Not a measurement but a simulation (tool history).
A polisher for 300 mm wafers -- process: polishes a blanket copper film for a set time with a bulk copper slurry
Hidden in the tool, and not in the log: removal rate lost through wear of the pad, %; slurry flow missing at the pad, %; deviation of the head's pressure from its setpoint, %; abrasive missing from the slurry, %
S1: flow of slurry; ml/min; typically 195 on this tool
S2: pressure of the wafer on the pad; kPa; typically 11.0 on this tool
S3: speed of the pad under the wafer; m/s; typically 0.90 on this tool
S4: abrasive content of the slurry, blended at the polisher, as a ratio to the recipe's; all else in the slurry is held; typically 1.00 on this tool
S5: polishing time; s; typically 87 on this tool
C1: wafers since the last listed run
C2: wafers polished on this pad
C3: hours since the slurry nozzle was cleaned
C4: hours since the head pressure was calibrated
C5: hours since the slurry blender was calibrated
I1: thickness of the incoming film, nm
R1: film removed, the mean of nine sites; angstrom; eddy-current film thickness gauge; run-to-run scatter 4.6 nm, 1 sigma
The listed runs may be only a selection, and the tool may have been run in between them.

run	day	S1	S2	S3	S4	S5	C1	C2	C3	C4	C5	I1	R1
1	0.000	195	11.0	0.90	1.00	87	0	2270	355.0	419.2	129.3	2847.5	4670
# day 1.738: worn pad replaced by a new one
2	1.883	195	11.0	0.90	1.00	87	340	29	400.2	464.4	174.5	2823.5	4700
# day 3.054: head pressure recalibrated
3	4.496	195	11.0	0.90	1.00	87	502	531	462.9	34.6	237.2	2811.6	4645
4	6.179	195	11.0	0.90	1.00	87	334	865	503.3	75.0	277.6	2788.6	4525
5	8.154	195	11.0	0.90	1.00	66	392	1257	550.7	122.4	325.0	2791.7	3382
# day 9.062: slurry blender recalibrated
# day 9.896: slurry nozzle cleaned
6	10.729	195	11.0	0.90	1.00	66	486	1743	20.0	184.2	40.0	2767.8	3580
7	13.046	195	11.0	0.90	1.00	81	459	2203	75.6	239.8	95.6	2812.5	4395
# day 14.808: worn pad replaced by a new one
8	15.858	195	11.0	0.90	1.00	81	525	208	143.1	307.3	163.1	2807.7	4293
9	18.054	195	11.0	0.90	1.00	81	435	643	195.8	360.0	215.8	2817.0	4299
# day 19.121: head pressure recalibrated
10	19.279	195	11.0	0.90	1.00	74	226	870	225.2	3.8	245.2	2780.1	3874
11	21.762	160	11.0	0.90	1.15	87	492	1363	284.8	63.4	304.8	2825.9	4425
# day 23.746: slurry blender recalibrated
12	24.242	195	9.7	0.90	1.00	65	475	1839	344.3	122.9	11.9	2830.0	3126
# day 26.679: worn pad replaced by a new one
13	32.008	195	9.7	0.90	1.00	65	1508	1057	530.7	309.3	198.3	2833.1	3076
# day 32.108: slurry nozzle cleaned
14	34.683	195	11.0	0.90	1.00	87	522	1580	61.8	373.5	262.5	2825.5	4640
# day 36.096: slurry blender recalibrated
15	37.175	195	13.8	0.90	1.00	87	478	2058	121.6	433.3	25.9	2801.8	5778
# day 37.712: worn pad replaced by a new one
16	38.208	220	14.5	0.90	1.00	96	172	98	146.4	458.1	50.7	2832.2	6979
# day 39.538: head pressure recalibrated
17	41.000	155	7.6	0.90	1.00	87	537	636	213.4	35.1	117.7	2812.7	3099
18	42.488	195	11.0	0.90	1.00	87	295	931	249.1	70.8	153.4	2798.9	4602
19	45.033	195	11.0	0.90	1.00	81	505	1436	310.2	131.9	214.5	2833.2	4295
20	46.779	195	11.0	0.90	1.00	87	346	1783	352.1	173.8	256.4	2787.3	4561
# day 49.000: slurry blender recalibrated
# day 49.550: worn pad replaced by a new one
21	49.696	195	9.7	0.64	1.00	109	529	28	422.1	243.8	16.7	2810.2	3771
22	51.912	255	15.2	0.90	0.75	64	439	468	475.3	297.0	69.9	2747.9	4785
23	53.479	195	11.0	0.90	1.00	87	310	779	512.9	334.6	107.5	2823.2	4700
24	55.554	240	8.3	0.90	0.75	87	411	1191	562.7	384.4	157.3	2772.3	3505
# day 55.754: slurry nozzle cleaned
# day 57.488: head pressure recalibrated
25	57.942	195	13.1	1.06	1.00	87	449	1640	52.5	10.9	214.6	2801.8	6552
26	60.267	195	11.0	0.90	1.00	87	461	2102	108.3	66.7	270.4	2823.3	4503
# day 61.721: worn pad replaced by a new one
# day 62.538: slurry blender recalibrated
27	63.208	215	13.8	0.90	1.15	110	534	278	178.9	137.3	16.1	2798.6	7663

4 ways to go on from here, each from the tool as it stands after run 27. What would each give?
A	63.225	195	11.0	0.90	1.00	70	3	281	179.3	137.7	16.5	2802.6	?
B	63.225	195	7.6	1.12	1.00	87	3	281	179.3	137.7	16.5	2802.6	?
C	63.225	195	11.0	0.90	1.20	99	3	281	179.3	137.7	16.5	2802.6	?
D	63.225	195	13.1	0.82	0.75	87	3	281	179.3	137.7	16.5	2802.6	?

run	R1
A	3859
B	4104
C	5605
D	4996
Without the tool's unlogged condition, the same runs would have read:
run	R1
A	3889
B	4136
C	5650
D	5034
